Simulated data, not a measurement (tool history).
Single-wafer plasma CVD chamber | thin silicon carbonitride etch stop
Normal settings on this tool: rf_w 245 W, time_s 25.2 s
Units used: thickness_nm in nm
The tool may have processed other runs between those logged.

run,day,rf_w,time_s,wafers since the last listed run,hours since the last thermocouple change,hours since the last RF generator calibration,hours since the showerhead was replaced,hours since the gauge calibration,"read-back reference wafer on the same gauge, thickness_nm",thickness_nm
1,0,260,25.2,0,2104.3,322.3,2100.8,508.3,12.797,13.129
2,0.525,260,25.2,333,2116.9,334.9,2113.4,520.9,12.799,13.178
3,1.212,245,25.2,437,2133.4,351.4,2129.9,537.4,12.8,12.976
4,2.217,245,25.2,638,2157.5,375.5,2154,561.5,12.79,13.001
# day 2.608: gauge calibrated
5,3.379,245,25.2,739,2185.4,403.4,2181.9,18.5,12.795,13.032
6,4.692,235,25.2,834,2216.9,434.9,2213.4,50,12.802,12.903
7,5.329,235,25.2,405,2232.2,450.2,2228.7,65.3,12.797,12.896
8,6.042,245,25.2,453,2249.3,467.3,2245.8,82.4,12.792,12.964
9,6.838,245,25.2,506,2268.4,486.4,2264.9,101.5,12.81,13.034
10,7.842,245,25.2,638,2292.5,510.5,2289,125.6,12.793,12.98
11,10.55,245,25.2,1722,2357.5,575.5,2354,190.6,12.795,12.92
12,11.783,245,29,784,2387.1,605.1,2383.6,220.2,12.796,14.961
13,12.846,245,29,675,2412.6,630.6,2409.1,245.7,12.802,14.784
14,14.054,245,25.2,768,2441.6,659.6,2438.1,274.7,12.798,12.976
15,14.567,245,25.2,325,2453.9,671.9,2450.4,287,12.804,12.936
# day 17.262: showerhead replaced
# day 17.462: thermocouple changed; heater temperature recalibrated
16,18.733,245,25.2,2308,30.5,771.9,35.3,387,12.803,12.873
17,19.958,245,25.2,779,59.9,801.3,64.7,416.4,12.791,12.93
18,21.404,290,25.2,919,94.6,836,99.4,451.1,12.789,13.441
19,22.9,295,23.6,951,130.5,871.9,135.3,487,12.791,12.658
# day 23.525: RF generator calibrated
20,23.892,260,25.2,418,154.3,8.8,159.1,510.8,12.796,12.987
21,25.167,205,23.6,810,184.9,39.4,189.7,541.4,12.805,11.555
22,26.421,245,26.5,797,215,69.5,219.8,571.5,12.8,13.406
# day 26.571: gauge calibrated
23,27.362,245,25.2,598,237.6,92.1,242.4,19,12.807,12.713
24,28.354,245,22.2,630,261.4,115.9,266.2,42.8,12.801,11.193
25,29.488,245,28,720,288.6,143.1,293.4,70,12.805,14.157
26,30.267,245,25.2,495,307.3,161.8,312.1,88.7,12.795,12.874
27,31.658,265,29.9,885,340.7,195.2,345.5,122.1,12.792,15.466
28,32.375,295,21,455,357.9,212.4,362.7,139.3,12.794,11.153
# day 33.288: RF generator calibrated, repeated, since the last time left the tool worse
29,33.75,245,23.5,662,390.9,11.1,395.7,172.3,12.799,12.197
30,34.717,245,25.2,614,414.1,34.3,418.9,195.5,12.8,13.014
31,35.933,230,28.6,773,443.3,63.5,448.1,224.7,12.801,14.465
32,37.025,265,25.2,694,469.5,89.7,474.3,250.9,12.789,13.268
33,37.746,245,25.2,458,486.8,107,491.6,268.2,12.806,12.955
34,39.196,245,25.2,922,521.6,141.8,526.4,303,12.793,13.023

Alternative continuations, all from the tool just after run 34; predict every row:
A,39.212,245,25.2,10,522,142.2,526.8,303.4,?,?
B,39.212,290,27,10,522,142.2,526.8,303.4,?,?
C,39.212,225,20.7,10,522,142.2,526.8,303.4,?,?
D,39.212,275,22.7,10,522,142.2,526.8,303.4,?,?

run,"read-back reference wafer on the same gauge, thickness_nm",thickness_nm
A,12.798,13.005
B,12.798,14.489
C,12.798,10.481
D,12.798,12.031
The same runs, with their run-to-run variation unchanged, on a tool lacking any hidden condition would have given:
run,thickness_nm
A,13.064
B,14.554
C,10.528
D,12.085
